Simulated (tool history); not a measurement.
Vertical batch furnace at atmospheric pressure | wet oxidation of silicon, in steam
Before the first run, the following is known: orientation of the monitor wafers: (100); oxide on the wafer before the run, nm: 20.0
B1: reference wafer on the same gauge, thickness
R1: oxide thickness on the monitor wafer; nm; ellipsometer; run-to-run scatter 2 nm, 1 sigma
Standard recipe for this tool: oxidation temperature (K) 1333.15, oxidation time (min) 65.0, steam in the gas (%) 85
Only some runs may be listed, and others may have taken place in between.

Run 1, hour 0.0: usual settings; B1 419.56. Result: R1 505.80 nm.
Run 2, hour 12.2: usual settings but oxidation time (min) 46.0, steam in the gas (%) 78; B1 418.63. Result: R1 391.66 nm.
Run 3, hour 47.7: usual settings but oxidation time (min) 46.0, steam in the gas (%) 78; B1 418.69. Result: R1 394.33 nm.
Run 4, hour 73.9: usual settings but oxidation temperature (K) 1317.15, steam in the gas (%) 82; B1 419.41. Result: R1 456.80 nm.
Run 5, hour 94.7: usual settings but oxidation temperature (K) 1317.15, steam in the gas (%) 82; B1 419.36. Result: R1 460.57 nm.
Run 6, hour 109.8: usual settings but oxidation temperature (K) 1317.15, steam in the gas (%) 82; B1 419.20. Result: R1 457.27 nm.
Run 7, hour 139.1: usual settings but oxidation time (min) 52.0; B1 419.53. Result: R1 443.60 nm.
Run 8, hour 168.9: usual settings but oxidation time (min) 52.0; B1 420.24. Result: R1 448.17 nm.
Run 9, hour 204.6: usual settings; B1 419.94. Result: R1 507.80 nm.
Run 10, hour 221.1: usual settings; B1 420.05. Result: R1 505.28 nm.
Run 11, hour 234.3: usual settings; B1 421.13. Result: R1 506.35 nm.
Run 12, hour 260.8: usual settings; B1 421.68. Result: R1 511.65 nm.
Run 13, hour 289.3: usual settings; B1 421.08. Result: R1 510.85 nm.
Run 14, hour 303.3: usual settings but steam in the gas (%) 89; B1 421.20. Result: R1 519.90 nm.
Run 15, hour 319.5: usual settings but steam in the gas (%) 94; B1 420.79. Result: R1 541.00 nm.
Run 16, hour 344.4: usual settings but steam in the gas (%) 80; B1 422.31. Result: R1 491.22 nm.
Run 17, hour 373.7: usual settings; B1 421.92. Result: R1 511.71 nm.
At hour 416.4: steam generator serviced.
Run 18, hour 416.9: usual settings; B1 422.03. Result: R1 512.64 nm.
Run 19, hour 429.5: usual settings but oxidation time (min) 40.5; B1 422.01. Result: R1 385.10 nm.
Run 20, hour 460.0: usual settings but oxidation temperature (K) 1353.15, oxidation time (min) 36.5, steam in the gas (%) 76; B1 423.15. Result: R1 376.56 nm.
At hour 510.2: thermocouples replaced and temperature profile calibrated.
Run 21, hour 510.7: usual settings but steam in the gas (%) 80; B1 423.52. Result: R1 490.17 nm.
Run 22, hour 515.4: usual settings but steam in the gas (%) 94; B1 422.63. Result: R1 541.95 nm.
Run 23, hour 550.0: usual settings but steam in the gas (%) 90; B1 423.29. Result: R1 528.84 nm.
Run 24, hour 584.2: usual settings but oxidation time (min) 40.5; B1 423.74. Result: R1 385.73 nm.
Run 25, hour 610.6: usual settings; B1 424.16. Result: R1 510.68 nm.
Run 26, hour 623.1: usual settings but oxidation time (min) 39.0; B1 424.23. Result: R1 377.89 nm.
Run 27, hour 636.8: usual settings; B1 423.86. Result: R1 513.58 nm.
At hour 663.3: gauge calibrated.
Run 28, hour 664.2: usual settings but oxidation temperature (K) 1319.15, oxidation time (min) 93.0; B1 416.29. Result: R1 581.16 nm.
Run 29, hour 689.3: usual settings but oxidation time (min) 96.5; B1 416.13. Result: R1 633.55 nm.
Run 30, hour 704.6: usual settings but oxidation time (min) 46.0, steam in the gas (%) 78; B1 417.11. Result: R1 391.76 nm.
Run 31, hour 740.4: usual settings but oxidation time (min) 52.5, steam in the gas (%) 77; B1 416.95. Result: R1 417.10 nm.
Run 32, hour 758.3: usual settings but oxidation temperature (K) 1313.15; B1 416.88. Result: R1 453.95 nm.
Run 33, hour 781.3: usual settings but oxidation temperature (K) 1315.15, steam in the gas (%) 97; B1 417.93. Result: R1 498.32 nm.
Run 34, hour 814.5: usual settings; B1 417.29. Result: R1 505.33 nm.
Run 35, hour 833.2: usual settings but oxidation temperature (K) 1341.15, oxidation time (min) 40.0; B1 418.08. Result: R1 391.56 nm.
Run 36, hour 856.3: usual settings but oxidation temperature (K) 1357.15, oxidation time (min) 86.5; B1 417.36. Result: R1 662.70 nm.
Run 37, hour 889.6: usual settings but oxidation time (min) 37.0, steam in the gas (%) 78; B1 418.89. Result: R1 341.08 nm.

Below are 4 alternative next runs, each starting from the tool's condition after run 37. Predict each:
Run A, hour 894.1: usual settings; B1 ?. Result: R1 ?.
Run B, hour 894.1: usual settings but oxidation time (min) 93.0, steam in the gas (%) 78; B1 ?. Result: R1 ?.
Run C, hour 894.1: usual settings but oxidation temperature (K) 1347.15; B1 ?. Result: R1 ?.
Run D, hour 894.1: usual settings but oxidation temperature (K) 1345.15, oxidation time (min) 51.0, steam in the gas (%) 89; B1 ?. Result: R1 ?.

run      B1      R1
  A  418.31  505.56
  B  418.31  592.48
  C  418.31  539.60
  D  418.31  477.25
With no hidden state in the tool, these same runs would have given:
run      R1
  A  504.03
  B  590.68
  C  537.97
  D  475.80

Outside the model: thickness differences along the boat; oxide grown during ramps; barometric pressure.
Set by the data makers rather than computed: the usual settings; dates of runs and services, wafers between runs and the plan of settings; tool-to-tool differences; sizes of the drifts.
